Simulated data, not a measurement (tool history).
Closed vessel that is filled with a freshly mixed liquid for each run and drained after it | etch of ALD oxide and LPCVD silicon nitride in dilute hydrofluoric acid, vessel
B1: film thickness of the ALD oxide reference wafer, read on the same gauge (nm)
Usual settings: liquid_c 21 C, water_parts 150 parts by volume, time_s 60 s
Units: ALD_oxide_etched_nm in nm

Run 1, hour 0: usual settings but liquid_c 24.5 C, time_s 50 s; B1 90.01. Result: ALD_oxide_etched_nm 10.14 nm.
Run 2, hour 26.5: usual settings; B1 89.98. Result: ALD_oxide_etched_nm 10.6 nm.
Run 3, hour 42.5: usual settings; B1 90.01. Result: ALD_oxide_etched_nm 10.58 nm.
At hour 56.9: gauge calibrated.
Run 4, hour 68.4: usual settings but liquid_c 23 C; B1 90.02. Result: ALD_oxide_etched_nm 11.41 nm.
Run 5, hour 101.1: usual settings; B1 90.03. Result: ALD_oxide_etched_nm 10.61 nm.
Run 6, hour 134.4: usual settings but liquid_c 24.5 C, water_parts 205 parts by volume; B1 90.01. Result: ALD_oxide_etched_nm 8.36 nm.
At hour 148.6: hydrofluoric acid flow meter replaced.
Run 7, hour 159.4: usual settings; B1 90. Result: ALD_oxide_etched_nm 10.3 nm.
Run 8, hour 178.3: usual settings; B1 90.01. Result: ALD_oxide_etched_nm 10.24 nm.
Run 9, hour 213.2: usual settings but water_parts 105 parts by volume; B1 90. Result: ALD_oxide_etched_nm 15.55 nm.
Run 10, hour 247.8: usual settings but time_s 85 s; B1 90. Result: ALD_oxide_etched_nm 14.62 nm.
Run 11, hour 266.1: usual settings but water_parts 115 parts by volume; B1 89.97. Result: ALD_oxide_etched_nm 14 nm.
Run 12, hour 299.8: usual settings but water_parts 205 parts by volume, time_s 30 s; B1 89.98. Result: ALD_oxide_etched_nm 3.55 nm.
At hour 327.6: thermometer replaced.
Run 13, hour 332: usual settings but liquid_c 19 C, time_s 75 s; B1 89.98. Result: ALD_oxide_etched_nm 11.95 nm.
Run 14, hour 362: usual settings; B1 90. Result: ALD_oxide_etched_nm 10.32 nm.
Run 15, hour 377.9: usual settings but liquid_c 23.5 C; B1 90.01. Result: ALD_oxide_etched_nm 11.34 nm.

Forecast run 16:
Run 16, hour 412.5: usual settings but liquid_c 25 C, water_parts 185 parts by volume, time_s 80 s; B1 ?. Result: ALD_oxide_etched_nm ?.

Run 16 gave B1 89.98, ALD_oxide_etched_nm 12.49 nm.
Without the tool's hidden state the same run would have given ALD_oxide_etched_nm 12.37 nm.
